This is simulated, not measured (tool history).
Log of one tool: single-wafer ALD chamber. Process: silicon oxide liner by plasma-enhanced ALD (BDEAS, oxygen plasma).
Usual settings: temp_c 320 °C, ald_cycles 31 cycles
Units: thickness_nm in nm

run,hour,temp_c,ald_cycles,wafers since the last listed run,hours since the last thermocouple change,hours since the gauge calibration,"read-back reference wafer on the same gauge, thickness_nm",thickness_nm
1,0.0,308,31,0,923.2,1051.5,3.177,2.812
2,89.7,320,28,572,1012.9,1141.2,3.173,2.494
3,164.6,320,28,477,1087.8,1216.1,3.178,2.501
4,221.8,320,35,364,1145.0,1273.3,3.178,3.119
5,263.6,320,35,266,1186.8,1315.1,3.179,3.120
6,428.4,320,35,1051,1351.6,1479.9,3.181,3.125
7,485.4,312,34,363,1408.6,1536.9,3.180,3.071
8,577.4,312,34,586,1500.6,1628.9,3.183,3.078
9,670.3,329,27,592,1593.5,1721.8,3.187,2.385
10,984.5,329,27,2003,1907.7,2036.0,3.191,2.389
# hour 1041.6: gauge calibrated
11,1074.2,329,27,572,1997.4,32.6,3.151,2.349
12,1171.7,308,31,621,2094.9,130.1,3.151,2.794
13,1222.3,312,25,322,2145.5,180.7,3.152,2.236
# hour 1264.2: thermocouple changed; heater temperature recalibrated
14,1274.4,320,25,281,10.2,232.8,3.155,2.227
15,1347.0,320,31,463,82.8,305.4,3.157,2.756
16,1408.3,333,36,390,144.1,366.7,3.157,3.145
17,1460.9,320,37,335,196.7,419.3,3.161,3.277
18,1532.5,314,34,456,268.3,490.9,3.158,3.032
19,1630.6,325,36,625,366.4,589.0,3.161,3.174
20,1671.4,320,31,260,407.2,629.8,3.163,2.750

Run 21 comes next. What will it give?
21,1725.5,320,31,345,461.3,683.9,?,?

{"run 21": {"read-back reference wafer on the same gauge, thickness_nm": 3.161, "thickness_nm": 2.755}}
Without the tool's hidden state the same run would have given thickness_nm 2.744 nm.

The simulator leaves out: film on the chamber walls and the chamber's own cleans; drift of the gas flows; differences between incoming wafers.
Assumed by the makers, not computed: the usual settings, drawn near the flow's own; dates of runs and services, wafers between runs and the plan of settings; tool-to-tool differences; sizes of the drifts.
